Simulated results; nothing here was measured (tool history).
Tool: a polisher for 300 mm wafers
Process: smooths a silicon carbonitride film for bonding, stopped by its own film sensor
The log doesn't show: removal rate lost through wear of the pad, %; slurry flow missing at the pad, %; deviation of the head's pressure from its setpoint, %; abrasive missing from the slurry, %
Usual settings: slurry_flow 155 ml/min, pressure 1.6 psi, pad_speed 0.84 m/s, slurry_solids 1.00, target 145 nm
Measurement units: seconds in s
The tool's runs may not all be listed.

| run | hour | slurry_flow | pressure | pad_speed | slurry_solids | target | wafers since the last listed run | wafers polished on this pad | hours since the slurry nozzle was cleaned | hours since the head pressure was calibrated | hours since the slurry blender was calibrated | incoming thickness of the incoming film, nm | seconds |
|---|---|---|---|---|---|---|---|---|---|---|---|---|---|
| 1 | 0.0 | 155 | 1.6 | 0.84 | 1.00 | 145 | 0 | 3392 | 753.2 | 1144.1 | 146.9 | 167.0 | 118.2 |
| 2 | 62.1 | 155 | 1.9 | 0.84 | 1.00 | 145 | 422 | 3815 | 815.3 | 1206.2 | 209.0 | 170.5 | 115.7 |
| 3 | 162.1 | 155 | 1.9 | 0.84 | 1.00 | 145 | 680 | 4495 | 915.3 | 1306.2 | 309.0 | 170.3 | 117.0 |
|  | 178.0 | slurry nozzle cleaned |
| 4 | 230.5 | 155 | 1.9 | 0.84 | 1.00 | 145 | 458 | 4953 | 52.5 | 1374.6 | 377.4 | 168.8 | 111.0 |
| 5 | 277.4 | 155 | 1.6 | 0.84 | 1.00 | 145 | 319 | 5272 | 99.4 | 1421.5 | 424.3 | 170.5 | 145.4 |
|  | 295.2 | worn pad replaced by a new one |
|  | 321.0 | head pressure recalibrated |
| 6 | 384.6 | 155 | 1.6 | 0.84 | 1.00 | 145 | 688 | 594 | 206.6 | 63.6 | 531.5 | 171.7 | 151.4 |
|  | 468.3 | slurry blender recalibrated |
| 7 | 479.2 | 155 | 1.6 | 0.84 | 1.00 | 145 | 629 | 1224 | 301.2 | 158.2 | 10.9 | 169.9 | 133.7 |
| 8 | 523.5 | 155 | 1.6 | 0.84 | 1.00 | 139 | 301 | 1525 | 345.5 | 202.5 | 55.2 | 170.4 | 166.2 |
| 9 | 601.7 | 155 | 1.6 | 0.84 | 1.00 | 145 | 531 | 2057 | 423.7 | 280.7 | 133.4 | 169.7 | 134.3 |
| 10 | 642.1 | 155 | 1.6 | 0.84 | 1.00 | 145 | 274 | 2332 | 464.1 | 321.1 | 173.8 | 167.2 | 118.4 |
| 11 | 714.8 | 155 | 1.6 | 0.84 | 1.00 | 145 | 494 | 2827 | 536.8 | 393.8 | 246.5 | 170.1 | 138.7 |
| 12 | 817.5 | 155 | 1.6 | 0.84 | 1.00 | 145 | 698 | 3525 | 639.5 | 496.5 | 349.2 | 167.8 | 123.4 |
| 13 | 885.7 | 155 | 1.6 | 0.84 | 0.85 | 145 | 463 | 3989 | 707.7 | 564.7 | 417.4 | 170.6 | 160.9 |
| 14 | 949.5 | 155 | 1.6 | 0.68 | 1.10 | 145 | 433 | 4423 | 771.5 | 628.5 | 481.2 | 171.8 | 168.4 |
|  | 969.9 | worn pad replaced by a new one |
| 15 | 1011.9 | 155 | 1.6 | 0.92 | 1.00 | 145 | 397 | 285 | 833.9 | 690.9 | 543.6 | 171.2 | 138.6 |
|  | 1013.8 | slurry nozzle cleaned |
|  | 1074.6 | slurry blender recalibrated |
| 16 | 1105.9 | 200 | 1.6 | 0.84 | 1.00 | 145 | 618 | 904 | 92.1 | 784.9 | 31.3 | 169.3 | 127.8 |
| 17 | 1202.2 | 155 | 1.6 | 0.84 | 1.00 | 141 | 655 | 1559 | 188.4 | 881.2 | 127.6 | 172.4 | 174.2 |
| 18 | 1292.9 | 155 | 1.6 | 0.66 | 1.00 | 145 | 616 | 2176 | 279.1 | 971.9 | 218.3 | 170.1 | 169.3 |
| 19 | 1398.9 | 170 | 1.6 | 0.84 | 0.70 | 150 | 721 | 2897 | 385.1 | 1077.9 | 324.3 | 167.1 | 125.6 |
| 20 | 1458.1 | 205 | 1.6 | 0.84 | 1.00 | 145 | 402 | 3300 | 444.3 | 1137.1 | 383.5 | 170.0 | 138.2 |
| 21 | 1534.7 | 155 | 1.6 | 0.84 | 1.00 | 145 | 521 | 3821 | 520.9 | 1213.7 | 460.1 | 168.8 | 136.4 |
| 22 | 1641.6 | 125 | 1.2 | 0.84 | 1.00 | 142 | 727 | 4548 | 627.8 | 1320.6 | 567.0 | 169.0 | 219.3 |
|  | 1667.6 | worn pad replaced by a new one |
|  | 1728.0 | slurry blender recalibrated |
| 23 | 1739.7 | 115 | 1.6 | 1.12 | 1.00 | 153 | 626 | 476 | 725.9 | 1418.7 | 11.7 | 170.2 | 80.0 |
| 24 | 1787.0 | 155 | 1.6 | 0.84 | 0.90 | 137 | 321 | 798 | 773.2 | 1466.0 | 59.0 | 171.3 | 200.5 |
|  | 1801.5 | head pressure recalibrated |
| 25 | 1835.8 | 155 | 2.0 | 0.98 | 1.00 | 145 | 318 | 1116 | 822.0 | 34.3 | 107.8 | 173.5 | 110.3 |
|  | 1878.7 | slurry nozzle cleaned |
| 26 | 2056.4 | 155 | 1.6 | 0.84 | 1.00 | 145 | 1493 | 2610 | 177.7 | 254.9 | 328.4 | 172.7 | 155.2 |
| 27 | 2095.9 | 155 | 1.6 | 0.84 | 1.00 | 145 | 268 | 2879 | 217.2 | 294.4 | 367.9 | 170.2 | 141.7 |
| 28 | 2172.3 | 100 | 2.1 | 0.58 | 1.00 | 139 | 519 | 3398 | 293.6 | 370.8 | 444.3 | 168.3 | 189.2 |
| 29 | 2221.9 | 140 | 1.1 | 0.84 | 0.80 | 139 | 337 | 3736 | 343.2 | 420.4 | 493.9 | 169.6 | 301.6 |
| 30 | 2322.2 | 155 | 1.6 | 0.84 | 1.00 | 145 | 682 | 4418 | 443.5 | 520.7 | 594.2 | 170.2 | 145.8 |

State the hidden condition of the tool at each of the runs:
removal rate lost through wear of the pad, %: 0, the same for each run
slurry flow missing at the pad, %: 0, the same for each run
deviation of the head's pressure from its setpoint, %: 0, the same for each run
H1: abrasive missing from the slurry, %
| run | H1 |
|---|---|
| 1 | 2.9 |
| 2 | 4 |
| 3 | 5.77 |
| 4 | 6.98 |
| 5 | 7.81 |
| 6 | 9.7 |
| 7 | 0.578 |
| 8 | 1.36 |
| 9 | 2.75 |
| 10 | 3.46 |
| 11 | 4.75 |
| 12 | 6.57 |
| 13 | 7.77 |
| 14 | 8.9 |
| 15 | 10 |
| 16 | 4.12 |
| 17 | 5.82 |
| 18 | 7.43 |
| 19 | 9.3 |
| 20 | 10.3 |
| 21 | 11.7 |
| 22 | 13.6 |
| 23 | 2.76 |
| 24 | 3.6 |
| 25 | 4.46 |
| 26 | 8.36 |
| 27 | 9.06 |
| 28 | 10.4 |
| 29 | 11.3 |
| 30 | 13.1 |

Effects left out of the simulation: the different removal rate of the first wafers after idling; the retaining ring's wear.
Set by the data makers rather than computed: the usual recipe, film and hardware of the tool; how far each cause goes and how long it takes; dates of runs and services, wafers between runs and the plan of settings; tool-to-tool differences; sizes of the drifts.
